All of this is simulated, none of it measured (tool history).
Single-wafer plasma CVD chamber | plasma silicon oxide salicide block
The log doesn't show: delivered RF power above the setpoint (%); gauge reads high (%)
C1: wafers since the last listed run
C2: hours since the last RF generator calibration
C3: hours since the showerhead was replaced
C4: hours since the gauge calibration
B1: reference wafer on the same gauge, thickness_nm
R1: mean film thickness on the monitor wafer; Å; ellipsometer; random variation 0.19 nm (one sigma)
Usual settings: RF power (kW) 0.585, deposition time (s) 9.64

{"run": 1, "hour": 0.0, "RF power (kW)": 0.585, "deposition time (s)": 8.43, "C1": 0, "C2": 747.8, "C3": 2700.4, "C4": 458.6, "B1": 102.773, "R1": 767.56}
{"run": 2, "hour": 57.0, "RF power (kW)": 0.585, "deposition time (s)": 8.43, "C1": 1889, "C2": 804.8, "C3": 2757.4, "C4": 515.6, "B1": 102.84, "R1": 768.44}
{"hour": 90.4, "done": "RF generator calibrated"}
{"run": 3, "hour": 90.9, "RF power (kW)": 0.585, "deposition time (s)": 8.43, "C1": 858, "C2": 0.5, "C3": 2791.3, "C4": 549.5, "B1": 102.742, "R1": 780.95}
{"run": 4, "hour": 130.7, "RF power (kW)": 0.585, "deposition time (s)": 9.64, "C1": 1319, "C2": 40.3, "C3": 2831.1, "C4": 589.3, "B1": 102.804, "R1": 889.37}
{"run": 5, "hour": 254.7, "RF power (kW)": 0.585, "deposition time (s)": 9.64, "C1": 4111, "C2": 164.3, "C3": 2955.1, "C4": 713.3, "B1": 102.749, "R1": 889.34}
{"run": 6, "hour": 320.2, "RF power (kW)": 0.585, "deposition time (s)": 9.64, "C1": 2171, "C2": 229.8, "C3": 3020.6, "C4": 778.8, "B1": 102.788, "R1": 891.3}
{"run": 7, "hour": 346.3, "RF power (kW)": 0.585, "deposition time (s)": 9.64, "C1": 865, "C2": 255.9, "C3": 3046.7, "C4": 804.9, "B1": 102.823, "R1": 890.92}
{"run": 8, "hour": 382.4, "RF power (kW)": 0.53, "deposition time (s)": 8.78, "C1": 1196, "C2": 292, "C3": 3082.8, "C4": 841, "B1": 102.758, "R1": 774.39}
{"run": 9, "hour": 452.2, "RF power (kW)": 0.53, "deposition time (s)": 8.78, "C1": 2314, "C2": 361.8, "C3": 3152.6, "C4": 910.8, "B1": 102.778, "R1": 774.06}
{"run": 10, "hour": 481.5, "RF power (kW)": 0.53, "deposition time (s)": 8.78, "C1": 971, "C2": 391.1, "C3": 3181.9, "C4": 940.1, "B1": 102.778, "R1": 778.99}
{"run": 11, "hour": 534.9, "RF power (kW)": 0.585, "deposition time (s)": 9.64, "C1": 1770, "C2": 444.5, "C3": 3235.3, "C4": 993.5, "B1": 102.799, "R1": 888.26}
{"run": 12, "hour": 563.8, "RF power (kW)": 0.61, "deposition time (s)": 9.64, "C1": 958, "C2": 473.4, "C3": 3264.2, "C4": 1022.4, "B1": 102.782, "R1": 902.76}
{"run": 13, "hour": 602.5, "RF power (kW)": 0.585, "deposition time (s)": 9.64, "C1": 1283, "C2": 512.1, "C3": 3302.9, "C4": 1061.1, "B1": 102.788, "R1": 885.37}
{"run": 14, "hour": 657.9, "RF power (kW)": 0.585, "deposition time (s)": 9.64, "C1": 1836, "C2": 567.5, "C3": 3358.3, "C4": 1116.5, "B1": 102.733, "R1": 884.46}
{"hour": 679.5, "done": "gauge calibrated"}
{"run": 15, "hour": 712.7, "RF power (kW)": 0.585, "deposition time (s)": 9.64, "C1": 1816, "C2": 622.3, "C3": 3413.1, "C4": 33.2, "B1": 102.757, "R1": 884.36}
{"run": 16, "hour": 745.1, "RF power (kW)": 0.585, "deposition time (s)": 8.42, "C1": 1074, "C2": 654.7, "C3": 3445.5, "C4": 65.6, "B1": 102.832, "R1": 772.14}
{"run": 17, "hour": 784.4, "RF power (kW)": 0.585, "deposition time (s)": 8.42, "C1": 1303, "C2": 694, "C3": 3484.8, "C4": 104.9, "B1": 102.822, "R1": 771.78}
{"run": 18, "hour": 835.2, "RF power (kW)": 0.585, "deposition time (s)": 9.64, "C1": 1684, "C2": 744.8, "C3": 3535.6, "C4": 155.7, "B1": 102.852, "R1": 880.48}
{"run": 19, "hour": 877.0, "RF power (kW)": 0.585, "deposition time (s)": 9.64, "C1": 1385, "C2": 786.6, "C3": 3577.4, "C4": 197.5, "B1": 102.765, "R1": 876.49}
{"hour": 887.5, "done": "RF generator calibrated"}
{"hour": 911.4, "done": "showerhead replaced"}
{"run": 20, "hour": 948.7, "RF power (kW)": 0.585, "deposition time (s)": 9.64, "C1": 1846, "C2": 61.2, "C3": 37.3, "C4": 269.2, "B1": 102.799, "R1": 893.75}
{"run": 21, "hour": 1010.5, "RF power (kW)": 0.585, "deposition time (s)": 9.64, "C1": 2049, "C2": 123, "C3": 99.1, "C4": 331, "B1": 102.815, "R1": 891.8}
{"run": 22, "hour": 1080.3, "RF power (kW)": 0.585, "deposition time (s)": 9.64, "C1": 2314, "C2": 192.8, "C3": 168.9, "C4": 400.8, "B1": 102.759, "R1": 889.97}
{"run": 23, "hour": 1108.2, "RF power (kW)": 0.585, "deposition time (s)": 9.64, "C1": 925, "C2": 220.7, "C3": 196.8, "C4": 428.7, "B1": 102.791, "R1": 889.09}
{"run": 24, "hour": 1165.6, "RF power (kW)": 0.63, "deposition time (s)": 8.35, "C1": 1903, "C2": 278.1, "C3": 254.2, "C4": 486.1, "B1": 102.847, "R1": 796.9}
{"run": 25, "hour": 1211.1, "RF power (kW)": 0.55, "deposition time (s)": 7.84, "C1": 1508, "C2": 323.6, "C3": 299.7, "C4": 531.6, "B1": 102.835, "R1": 702.04}
{"run": 26, "hour": 1272.3, "RF power (kW)": 0.625, "deposition time (s)": 8.11, "C1": 2029, "C2": 384.8, "C3": 360.9, "C4": 592.8, "B1": 102.833, "R1": 771.51}
{"run": 27, "hour": 1305.6, "RF power (kW)": 0.615, "deposition time (s)": 9.64, "C1": 1104, "C2": 418.1, "C3": 394.2, "C4": 626.1, "B1": 102.808, "R1": 908.62}
{"run": 28, "hour": 1472.9, "RF power (kW)": 0.65, "deposition time (s)": 8.4, "C1": 5546, "C2": 585.4, "C3": 561.5, "C4": 793.4, "B1": 102.745, "R1": 808.05}
{"run": 29, "hour": 1544.6, "RF power (kW)": 0.685, "deposition time (s)": 8.85, "C1": 2377, "C2": 657.1, "C3": 633.2, "C4": 865.1, "B1": 102.767, "R1": 865.29}
{"run": 30, "hour": 1580.3, "RF power (kW)": 0.585, "deposition time (s)": 9.64, "C1": 1183, "C2": 692.8, "C3": 668.9, "C4": 900.8, "B1": 102.826, "R1": 884.63}
{"run": 31, "hour": 1611.9, "RF power (kW)": 0.64, "deposition time (s)": 10.79, "C1": 1047, "C2": 724.4, "C3": 700.5, "C4": 932.4, "B1": 102.856, "R1": 1020.32}
{"run": 32, "hour": 1670.1, "RF power (kW)": 0.585, "deposition time (s)": 9.64, "C1": 1929, "C2": 782.6, "C3": 758.7, "C4": 990.6, "B1": 102.78, "R1": 878.06}
{"hour": 1711.2, "done": "RF generator calibrated"}
{"hour": 1726.1, "done": "gauge calibrated"}
{"run": 33, "hour": 1737.7, "RF power (kW)": 0.61, "deposition time (s)": 9.64, "C1": 1976, "C2": 26.5, "C3": 826.3, "C4": 11.6, "B1": 102.808, "R1": 909.24}
{"run": 34, "hour": 1798.7, "RF power (kW)": 0.585, "deposition time (s)": 9.64, "C1": 2022, "C2": 87.5, "C3": 887.3, "C4": 72.6, "B1": 102.764, "R1": 889.63}
{"run": 35, "hour": 1867.4, "RF power (kW)": 0.655, "deposition time (s)": 9.64, "C1": 2277, "C2": 156.2, "C3": 956, "C4": 141.3, "B1": 102.747, "R1": 935.95}
{"run": 36, "hour": 1937.1, "RF power (kW)": 0.585, "deposition time (s)": 9.1, "C1": 2310, "C2": 225.9, "C3": 1025.7, "C4": 211, "B1": 102.756, "R1": 836.47}
{"run": 37, "hour": 1975.5, "RF power (kW)": 0.54, "deposition time (s)": 8.73, "C1": 1273, "C2": 264.3, "C3": 1064.1, "C4": 249.4, "B1": 102.792, "R1": 778.9}
{"run": 38, "hour": 2009.9, "RF power (kW)": 0.665, "deposition time (s)": 8, "C1": 1140, "C2": 298.7, "C3": 1098.5, "C4": 283.8, "B1": 102.804, "R1": 780.33}
{"run": 39, "hour": 2057.4, "RF power (kW)": 0.585, "deposition time (s)": 9.64, "C1": 1574, "C2": 346.2, "C3": 1146, "C4": 331.3, "B1": 102.819, "R1": 889.3}
{"run": 40, "hour": 2099.7, "RF power (kW)": 0.475, "deposition time (s)": 9.64, "C1": 1402, "C2": 388.5, "C3": 1188.3, "C4": 373.6, "B1": 102.783, "R1": 807.56}
{"run": 41, "hour": 2132.9, "RF power (kW)": 0.585, "deposition time (s)": 8.42, "C1": 1100, "C2": 421.7, "C3": 1221.5, "C4": 406.8, "B1": 102.792, "R1": 776.5}
{"run": 42, "hour": 2197.9, "RF power (kW)": 0.48, "deposition time (s)": 9.64, "C1": 2155, "C2": 486.7, "C3": 1286.5, "C4": 471.8, "B1": 102.832, "R1": 807.64}

What the log doesn't show, run by run:
gauge reads high (%): 0 in every run
H1: delivered RF power above the setpoint (%)
run=1 H1=-3.88
run=2 H1=-4.39
run=3 H1=-0.259
run=4 H1=-0.268
run=5 H1=-0.415
run=6 H1=-0.565
run=7 H1=-0.638
run=8 H1=-0.753
run=9 H1=-1.02
run=10 H1=-1.14
run=11 H1=-1.4
run=12 H1=-1.56
run=13 H1=-1.78
run=14 H1=-2.12
run=15 H1=-2.5
run=16 H1=-2.74
run=17 H1=-3.05
run=18 H1=-3.47
run=19 H1=-3.84
run=20 H1=-0.263
run=21 H1=-0.329
run=22 H1=-0.457
run=23 H1=-0.524
run=24 H1=-0.69
run=25 H1=-0.849
run=26 H1=-1.1
run=27 H1=-1.25
run=28 H1=-2.23
run=29 H1=-2.74
run=30 H1=-3.02
run=31 H1=-3.28
run=32 H1=-3.79
run=33 H1=-0.475
run=34 H1=-0.515
run=35 H1=-0.612
run=36 H1=-0.767
run=37 H1=-0.876
run=38 H1=-0.988
run=39 H1=-1.17
run=40 H1=-1.35
run=41 H1=-1.5
run=42 H1=-1.84
